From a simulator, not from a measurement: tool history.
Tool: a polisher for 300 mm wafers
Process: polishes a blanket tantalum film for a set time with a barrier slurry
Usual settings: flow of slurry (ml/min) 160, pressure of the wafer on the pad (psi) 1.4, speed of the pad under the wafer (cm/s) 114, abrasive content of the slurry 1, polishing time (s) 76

| run | hour | flow of slurry (ml/min) | pressure of the wafer on the pad (psi) | speed of the pad under the wafer (cm/s) | abrasive content of the slurry | polishing time (s) | wafers since the last listed run | wafers polished on this pad | hours since the slurry nozzle was cleaned | hours since the head pressure was calibrated | hours since the slurry blender was calibrated | incoming thickness of the incoming film, nm | film removed (Å) |
|---|---|---|---|---|---|---|---|---|---|---|---|---|---|
| 1 | 0 | 190 | 1.4 | 114 | 1 | 81 | 0 | 1535 | 500 | 876.6 | 117.5 | 358.7 | 1120 |
|  | 18.4 | slurry nozzle cleaned |
|  | 18.8 | worn pad replaced by a new one |
| 2 | 31.6 | 190 | 1.4 | 114 | 1 | 81 | 288 | 122 | 13.2 | 908.2 | 149.1 | 358.1 | 1124 |
| 3 | 47 | 160 | 1.4 | 114 | 1 | 76 | 147 | 269 | 28.6 | 923.6 | 164.5 | 354.2 | 1031 |
| 4 | 66.8 | 160 | 1.4 | 114 | 1 | 76 | 189 | 458 | 48.4 | 943.4 | 184.3 | 361 | 1015 |
| 5 | 100.6 | 160 | 1.4 | 114 | 1 | 76 | 323 | 781 | 82.2 | 977.2 | 218.1 | 357.1 | 1017 |
| 6 | 124.5 | 160 | 1.4 | 114 | 1 | 62 | 228 | 1010 | 106.1 | 1001.1 | 242 | 360.1 | 831 |
|  | 127.1 | slurry blender recalibrated |
|  | 138 | head pressure recalibrated |
| 7 | 147.5 | 160 | 1.4 | 114 | 1 | 62 | 181 | 1191 | 129.1 | 9.5 | 20.4 | 363 | 731 |
| 8 | 161.3 | 160 | 1.5 | 130 | 1 | 76 | 131 | 1323 | 142.9 | 23.3 | 34.2 | 361.3 | 1076 |
| 9 | 181.5 | 160 | 1.5 | 130 | 1 | 76 | 193 | 1516 | 163.1 | 43.5 | 54.4 | 356.2 | 1054 |
| 10 | 209.7 | 160 | 1.7 | 80 | 1.1 | 76 | 269 | 1786 | 191.3 | 71.7 | 82.6 | 361.4 | 750 |
|  | 229.5 | worn pad replaced by a new one |
| 11 | 243.2 | 160 | 1.4 | 96 | 1 | 76 | 281 | 130 | 224.8 | 105.2 | 116.1 | 358.5 | 668 |
| 12 | 259.3 | 160 | 1.3 | 114 | 1 | 99 | 153 | 284 | 240.9 | 121.3 | 132.2 | 364.6 | 960 |
| 13 | 290.3 | 160 | 1.6 | 124 | 1 | 76 | 296 | 580 | 271.9 | 152.3 | 163.2 | 364.3 | 945 |
| 14 | 322.6 | 205 | 1.4 | 124 | 1 | 76 | 308 | 889 | 304.2 | 184.6 | 195.5 | 359.8 | 850 |
|  | 334.4 | slurry blender recalibrated, repeated, since the last time left the tool worse |
| 15 | 353.7 | 160 | 1.4 | 114 | 1 | 76 | 278 | 1167 | 335.3 | 215.7 | 19.3 | 363.7 | 1114 |
| 16 | 378.9 | 160 | 1.4 | 150 | 0.85 | 103 | 240 | 1408 | 360.5 | 240.9 | 44.5 | 356.7 | 1730 |
|  | 410.9 | worn pad replaced by a new one |
| 17 | 411.4 | 160 | 1.4 | 150 | 0.85 | 103 | 272 | 4 | 393 | 273.4 | 77 | 358 | 1743 |
| 18 | 428.6 | 160 | 1.4 | 114 | 1 | 96 | 164 | 168 | 410.2 | 290.6 | 94.2 | 361.9 | 1340 |
| 19 | 457.9 | 160 | 1.1 | 114 | 0.9 | 50 | 280 | 448 | 439.5 | 319.9 | 123.5 | 364.6 | 500 |
| 20 | 470.4 | 200 | 1.1 | 114 | 0.75 | 101 | 119 | 568 | 452 | 332.4 | 136 | 364.3 | 934 |
|  | 492.4 | slurry nozzle cleaned |
| 21 | 500.5 | 160 | 1.4 | 114 | 1 | 76 | 278 | 846 | 8.1 | 362.5 | 166.1 | 360.3 | 1038 |
| 22 | 519.9 | 160 | 1.1 | 114 | 0.9 | 50 | 185 | 1031 | 27.5 | 381.9 | 185.5 | 354.2 | 512 |
| 23 | 533.5 | 160 | 1.4 | 114 | 1 | 76 | 129 | 1161 | 41.1 | 395.5 | 199.1 | 357.8 | 1043 |
|  | 574.2 | slurry blender recalibrated |
| 24 | 623.5 | 160 | 1.4 | 114 | 1 | 76 | 841 | 2002 | 131.1 | 485.5 | 49.3 | 365.2 | 1060 |
|  | 646.2 | worn pad replaced by a new one |
| 25 | 649.8 | 160 | 1.4 | 128 | 0.8 | 57 | 213 | 34 | 157.4 | 511.8 | 75.6 | 363.4 | 780 |
| 26 | 683.8 | 210 | 0.9 | 114 | 0.9 | 97 | 324 | 359 | 191.4 | 545.8 | 109.6 | 352.2 | 823 |
| 27 | 715.5 | 120 | 1.8 | 126 | 0.75 | 76 | 302 | 662 | 223.1 | 577.5 | 141.3 | 363.8 | 1164 |
| 28 | 750.9 | 160 | 1.7 | 114 | 1 | 76 | 338 | 1000 | 258.5 | 612.9 | 176.7 | 360 | 1239 |
| 29 | 763.9 | 140 | 1.4 | 114 | 0.8 | 76 | 124 | 1124 | 271.5 | 625.9 | 189.7 | 360.3 | 845 |

5 ways to go on from here, each from the tool as it stands after run 29. What would each give?
| A | 764.4 | 160 | 1.4 | 114 | 1 | 76 | 4 | 1129 | 272 | 626.4 | 190.2 | 358.5 | ? |
| B | 764.4 | 160 | 1.8 | 114 | 1 | 76 | 4 | 1129 | 272 | 626.4 | 190.2 | 358.5 | ? |
| C | 764.4 | 160 | 1.4 | 114 | 1.15 | 76 | 4 | 1129 | 272 | 626.4 | 190.2 | 358.5 | ? |
| D | 764.4 | 160 | 1.6 | 98 | 1.1 | 93 | 4 | 1129 | 272 | 626.4 | 190.2 | 358.5 | ? |
| E | 764.4 | 160 | 1.2 | 114 | 1 | 76 | 4 | 1129 | 272 | 626.4 | 190.2 | 358.5 | ? |

| run | film removed (Å) |
|---|---|
| A | 1007 |
| B | 1295 |
| C | 1078 |
| D | 1270 |
| E | 863 |
Without the tool's hidden state the same runs would have given:
| run | film removed (Å) |
|---|---|
| A | 1116 |
| B | 1434 |
| C | 1178 |
| D | 1394 |
| E | 956 |
